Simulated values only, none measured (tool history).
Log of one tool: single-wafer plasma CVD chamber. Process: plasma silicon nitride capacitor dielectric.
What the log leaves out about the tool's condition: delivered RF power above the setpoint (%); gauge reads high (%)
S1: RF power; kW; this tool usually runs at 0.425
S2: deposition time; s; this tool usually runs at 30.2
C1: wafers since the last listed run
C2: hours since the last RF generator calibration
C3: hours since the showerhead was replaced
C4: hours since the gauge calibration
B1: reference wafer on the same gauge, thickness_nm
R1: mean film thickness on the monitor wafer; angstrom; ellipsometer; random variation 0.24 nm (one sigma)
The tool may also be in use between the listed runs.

Run 1, hour 0.0: usual settings; C1 0; C2 343.2; C3 1884.2; C4 242.7; B1 49.196. Result: R1 433.07 angstrom.
Run 2, hour 36.8: usual settings; C1 919; C2 380.0; C3 1921.0; C4 279.5; B1 49.263. Result: R1 432.91 angstrom.
Run 3, hour 76.2: usual settings but S1 0.360 kW, S2 34.4 s; C1 984; C2 419.4; C3 1960.4; C4 318.9; B1 49.251. Result: R1 464.08 angstrom.
Run 4, hour 193.9: usual settings but S1 0.360 kW, S2 34.4 s; C1 2940; C2 537.1; C3 2078.1; C4 436.6; B1 49.107. Result: R1 464.44 angstrom.
Run 5, hour 231.8: usual settings but S1 0.360 kW, S2 34.4 s; C1 946; C2 575.0; C3 2116.0; C4 474.5; B1 49.211. Result: R1 458.00 angstrom.
Run 6, hour 298.8: usual settings but S1 0.385 kW, S2 27.1 s; C1 1674; C2 642.0; C3 2183.0; C4 541.5; B1 49.203. Result: R1 371.42 angstrom.
Run 7, hour 336.0: usual settings but S1 0.385 kW, S2 27.1 s; C1 929; C2 679.2; C3 2220.2; C4 578.7; B1 49.260. Result: R1 372.57 angstrom.
Run 8, hour 525.7: usual settings; C1 4739; C2 868.9; C3 2409.9; C4 768.4; B1 49.273. Result: R1 422.94 angstrom.
Run 9, hour 585.8: usual settings; C1 1501; C2 929.0; C3 2470.0; C4 828.5; B1 49.152. Result: R1 427.31 angstrom.
Run 10, hour 655.2: usual settings but S1 0.380 kW; C1 1734; C2 998.4; C3 2539.4; C4 897.9; B1 49.170. Result: R1 411.63 angstrom.
Run 11, hour 694.3: usual settings but S1 0.380 kW; C1 976; C2 1037.5; C3 2578.5; C4 937.0; B1 49.114. Result: R1 408.96 angstrom.
Run 12, hour 763.7: usual settings; C1 1734; C2 1106.9; C3 2647.9; C4 1006.4; B1 49.191. Result: R1 426.80 angstrom.
Run 13, hour 820.1: usual settings but S1 0.510 kW, S2 27.9 s; C1 1409; C2 1163.3; C3 2704.3; C4 1062.8; B1 49.212. Result: R1 423.91 angstrom.
Run 14, hour 848.7: usual settings; C1 714; C2 1191.9; C3 2732.9; C4 1091.4; B1 49.123. Result: R1 425.23 angstrom.
At hour 896.8: showerhead replaced.
Run 15, hour 897.3: usual settings; C1 1014; C2 1240.5; C3 0.5; C4 1140.0; B1 49.337. Result: R1 427.75 angstrom.
At hour 986.2: RF generator calibrated.
At hour 1018.4: gauge calibrated.
Run 16, hour 1028.6: usual settings but S1 0.400 kW, S2 25.2 s; C1 3080; C2 42.4; C3 131.8; C4 10.2; B1 49.233. Result: R1 356.63 angstrom.
Run 17, hour 1065.6: usual settings but S1 0.450 kW, S2 33.8 s; C1 924; C2 79.4; C3 168.8; C4 47.2; B1 49.295. Result: R1 500.28 angstrom.
Run 18, hour 1107.7: usual settings but S1 0.385 kW; C1 1051; C2 121.5; C3 210.9; C4 89.3; B1 49.187. Result: R1 422.94 angstrom.
Run 19, hour 1176.8: usual settings but S1 0.365 kW, S2 28.1 s; C1 1726; C2 190.6; C3 280.0; C4 158.4; B1 49.218. Result: R1 379.51 angstrom.
Run 20, hour 1317.1: usual settings; C1 3505; C2 330.9; C3 420.3; C4 298.7; B1 49.145. Result: R1 435.17 angstrom.
Run 21, hour 1357.3: usual settings but S1 0.505 kW, S2 26.7 s; C1 1004; C2 371.1; C3 460.5; C4 338.9; B1 49.130. Result: R1 407.54 angstrom.
Run 22, hour 1415.0: usual settings but S1 0.480 kW; C1 1441; C2 428.8; C3 518.2; C4 396.6; B1 49.054. Result: R1 452.96 angstrom.

Pick out some run-to-run changes in R1. Of each, how much would a tool without hidden state show as well, from the settings, what came in and chance, and how much is left for the hidden state and any gauge scatter not in both results compared?
Run 5 -> 6: S1 0.360 -> 0.385, S2 34.4 -> 27.1. R1 -86.58 angstrom: hidden state +1.90, all else -88.48.
Run 15 -> 16: S1 0.425 -> 0.400, S2 30.2 -> 25.2, RF generator calibrated, gauge calibrated. R1 -71.12 angstrom: hidden state +13.91, all else -85.03.
Run 16 -> 17: S1 0.400 -> 0.450, S2 25.2 -> 33.8. R1 +143.65 angstrom: hidden state -1.57, all else +145.22.
Run 19 -> 20: S1 0.365 -> 0.425, S2 28.1 -> 30.2. R1 +55.66 angstrom: hidden state -2.87, all else +58.53.

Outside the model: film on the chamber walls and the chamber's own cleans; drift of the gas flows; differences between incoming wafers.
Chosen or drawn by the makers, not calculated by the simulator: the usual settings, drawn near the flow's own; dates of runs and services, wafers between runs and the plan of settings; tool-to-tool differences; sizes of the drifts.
